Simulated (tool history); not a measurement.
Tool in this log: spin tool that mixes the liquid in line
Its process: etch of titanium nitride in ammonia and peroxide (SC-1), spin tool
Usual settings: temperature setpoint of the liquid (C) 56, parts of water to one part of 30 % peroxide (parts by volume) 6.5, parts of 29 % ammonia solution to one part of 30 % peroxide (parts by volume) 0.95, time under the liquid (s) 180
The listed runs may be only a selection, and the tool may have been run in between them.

run	hour	temperature setpoint of the liquid (C)	parts of water to one part of 30 % peroxide (parts by volume)	parts of 29 % ammonia solution to one part of 30 % peroxide (parts by volume)	time under the liquid (s)	wafers since the last listed run	hours since the thermometer was replaced	hours since the ammonia flow meter was replaced	hours since the heated supply line was repaired	hours since the drum of ammonia solution was connected	hours since the gauge calibration	read-back film thickness of the titanium nitride reference wafer, read on the same gauge (nm)	thickness taken off the titanium nitride on a monitor wafer (angstrom)
1	0	56	6.5	0.95	180	0	47.6	52.9	59.8	17.5	173.7	40	124.4
2	16	56	6.5	0.95	180	112	63.6	68.9	75.8	33.5	189.7	40.01	124.1
3	32.1	56	6.5	0.95	180	112	79.7	85	91.9	49.6	205.8	39.97	124.4
4	46.5	51	8	0.55	85	100	94.1	99.4	106.3	64	220.2	39.97	35.1
5	61	51.5	6.5	0.95	180	101	108.6	113.9	120.8	78.5	234.7	40.04	91.2
6	67	63.5	7.5	0.6	180	42	114.6	119.9	126.8	84.5	240.7	40	176.1
7	76.5	56	5	1.1	180	66	124.1	129.4	136.3	94	250.2	40	142.9
8	91.3	49.5	6.5	0.95	250	103	138.9	144.2	151.1	108.8	265	40.01	111.6
9	105.6	56	5	0.95	75	100	153.2	158.5	165.4	123.1	279.3	40.02	58.4
10	123.3	56	6.5	0.7	180	124	170.9	176.2	183.1	140.8	297	39.99	121
11	141.9	47	8	0.55	180	130	189.5	194.8	201.7	159.4	315.6	40	56.2
12	158.4	56	6.5	0.95	180	115	206	211.3	218.2	175.9	332.1	39.96	124.3
# hour 178.4: gauge calibrated
13	212.3	50	8	0.95	275	377	259.9	265.2	272.1	229.8	33.9	39.98	114.2
14	224.4	52.5	8.5	0.65	110	84	272	277.3	284.2	241.9	46	39.98	49.7
15	232	65.5	6.5	0.85	280	53	279.6	284.9	291.8	249.5	53.6	39.97	356.4
16	248.5	56	6.5	0.95	285	115	296.1	301.4	308.3	266	70.1	39.94	198
17	259.3	64.5	5	0.8	180	75	306.9	312.2	319.1	276.8	80.9	40.03	238.8
18	266	56	6.5	0.95	180	46	313.6	318.9	325.8	283.5	87.6	39.95	124.6
19	280.3	63	9.5	0.95	140	100	327.9	333.2	340.1	297.8	101.9	39.98	127.8
20	297.5	56	6.5	0.55	250	120	345.1	350.4	357.3	315	119.1	40.01	160
21	314	56	6.5	0.7	180	115	361.6	366.9	373.8	331.5	135.6	40	119.5
22	323.5	63.5	6.5	1.15	220	66	371.1	376.4	383.3	341	145.1	40	260.8
23	336	56	6.5	0.8	180	87	383.6	388.9	395.8	353.5	157.6	40.03	120.8
24	344.2	56	6.5	0.95	180	57	391.8	397.1	404	361.7	165.8	40.01	127.1

What the log doesn't show, run by run:
liquid hotter than its thermometer reads (K): 0 across all the runs
ammonia flow above the setpoint (%): 0 across all the runs
temperature lost on the way to the wafer (K): 0 across all the runs
ammonia solution weaker than its label (%): 0 across all the runs
gauge reads high (%): 0 across all the runs

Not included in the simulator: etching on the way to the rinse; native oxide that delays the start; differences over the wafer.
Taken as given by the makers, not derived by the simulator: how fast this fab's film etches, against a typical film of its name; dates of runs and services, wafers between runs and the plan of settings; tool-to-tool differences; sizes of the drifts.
